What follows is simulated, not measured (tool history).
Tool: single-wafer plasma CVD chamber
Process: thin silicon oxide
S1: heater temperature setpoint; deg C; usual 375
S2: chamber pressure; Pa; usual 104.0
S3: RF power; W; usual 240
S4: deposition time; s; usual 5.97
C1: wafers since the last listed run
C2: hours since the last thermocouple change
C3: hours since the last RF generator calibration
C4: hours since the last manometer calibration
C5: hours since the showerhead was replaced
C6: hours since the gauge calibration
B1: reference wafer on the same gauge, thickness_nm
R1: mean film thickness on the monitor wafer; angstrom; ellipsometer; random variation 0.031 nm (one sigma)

| run | day | S1 | S2 | S3 | S4 | C1 | C2 | C3 | C4 | C5 | C6 | B1 | R1 |
|---|---|---|---|---|---|---|---|---|---|---|---|---|---|
| 1 | 0.000 | 375 | 104.0 | 240 | 5.97 | 0 | 1919.5 | 1316.7 | 1883.8 | 2987.8 | 299.9 | 9.018 | 96.80 |
| 2 | 0.550 | 375 | 104.0 | 240 | 5.45 | 237 | 1932.7 | 1329.9 | 1897.0 | 3001.0 | 313.1 | 9.021 | 88.89 |
| 3 | 1.733 | 375 | 104.0 | 240 | 5.45 | 511 | 1961.1 | 1358.3 | 1925.4 | 3029.4 | 341.5 | 9.031 | 88.73 |
| 4 | 2.488 | 375 | 104.0 | 240 | 5.45 | 326 | 1979.2 | 1376.4 | 1943.5 | 3047.5 | 359.6 | 9.019 | 88.62 |
| 5 | 3.812 | 375 | 104.0 | 240 | 5.97 | 572 | 2011.0 | 1408.2 | 1975.3 | 3079.3 | 391.4 | 9.022 | 97.20 |
| 6 | 6.429 | 375 | 104.0 | 240 | 5.97 | 1131 | 2073.8 | 1471.0 | 2038.1 | 3142.1 | 454.2 | 9.017 | 97.45 |
| 7 | 7.225 | 375 | 104.0 | 240 | 5.97 | 344 | 2092.9 | 1490.1 | 2057.2 | 3161.2 | 473.3 | 9.024 | 97.13 |
| 8 | 7.775 | 375 | 104.0 | 240 | 5.97 | 237 | 2106.1 | 1503.3 | 2070.4 | 3174.4 | 486.5 | 9.012 | 97.04 |
|  | 8.583 | RF generator calibrated |
| 9 | 11.133 | 375 | 104.0 | 240 | 5.97 | 1308 | 2186.7 | 61.2 | 2151.0 | 3255.0 | 567.1 | 9.017 | 97.09 |
|  | 11.975 | capacitance manometer re-zeroed and calibrated |
|  | 12.054 | gauge calibrated |
|  | 12.400 | showerhead replaced |
| 10 | 12.562 | 375 | 104.0 | 240 | 5.97 | 329 | 2221.0 | 95.5 | 14.1 | 3.9 | 12.2 | 9.026 | 97.54 |
| 11 | 13.867 | 375 | 104.0 | 240 | 5.97 | 563 | 2252.3 | 126.8 | 45.4 | 35.2 | 43.5 | 9.020 | 97.23 |
| 12 | 15.025 | 375 | 104.0 | 240 | 5.97 | 500 | 2280.1 | 154.6 | 73.2 | 63.0 | 71.3 | 9.018 | 97.35 |
| 13 | 15.808 | 375 | 104.0 | 240 | 5.97 | 338 | 2298.9 | 173.4 | 92.0 | 81.8 | 90.1 | 9.019 | 96.90 |
| 14 | 16.992 | 370 | 104.0 | 200 | 5.97 | 511 | 2327.3 | 201.8 | 120.4 | 110.2 | 118.5 | 9.026 | 90.19 |
|  | 17.446 | thermocouple changed; heater temperature recalibrated |
| 15 | 17.892 | 375 | 104.0 | 240 | 5.97 | 245 | 10.7 | 223.4 | 142.0 | 131.8 | 140.1 | 9.020 | 97.15 |
| 16 | 18.492 | 375 | 104.0 | 270 | 5.97 | 259 | 25.1 | 237.8 | 156.4 | 146.2 | 154.5 | 9.021 | 102.31 |
| 17 | 19.808 | 375 | 82.5 | 240 | 6.58 | 569 | 56.7 | 269.4 | 188.0 | 177.8 | 186.1 | 9.012 | 83.68 |
| 18 | 20.496 | 361 | 126.0 | 280 | 5.38 | 297 | 73.2 | 285.9 | 204.5 | 194.3 | 202.6 | 9.014 | 112.25 |
| 19 | 21.804 | 375 | 104.0 | 240 | 5.97 | 565 | 104.6 | 317.3 | 235.9 | 225.7 | 234.0 | 9.025 | 97.06 |
| 20 | 22.371 | 389 | 104.0 | 255 | 5.66 | 245 | 118.2 | 330.9 | 249.5 | 239.3 | 247.6 | 9.024 | 94.03 |
| 21 | 23.588 | 364 | 80.3 | 265 | 5.40 | 526 | 147.4 | 360.1 | 278.7 | 268.5 | 276.8 | 9.015 | 69.98 |
| 22 | 24.238 | 375 | 85.3 | 220 | 5.97 | 281 | 163.0 | 375.7 | 294.3 | 284.1 | 292.4 | 9.017 | 75.44 |
| 23 | 24.746 | 375 | 86.3 | 240 | 5.97 | 219 | 175.2 | 387.9 | 306.5 | 296.3 | 304.6 | 9.012 | 79.70 |
| 24 | 25.842 | 375 | 104.0 | 200 | 5.97 | 473 | 201.5 | 414.2 | 332.8 | 322.6 | 330.9 | 9.023 | 89.93 |

Hidden state at the last listed run before each entry between runs and at the first one after, where it differs:
Between runs 8 and 9: RF generator calibrated (day 8.583)
  no hidden state differs between the two runs
Between runs 9 and 10: capacitance manometer re-zeroed and calibrated (day 11.975); gauge calibrated (day 12.054); showerhead replaced (day 12.400)
  no hidden state differs between the two runs
Between runs 14 and 15: thermocouple changed; heater temperature recalibrated (day 17.446)
  no hidden state differs between the two runs
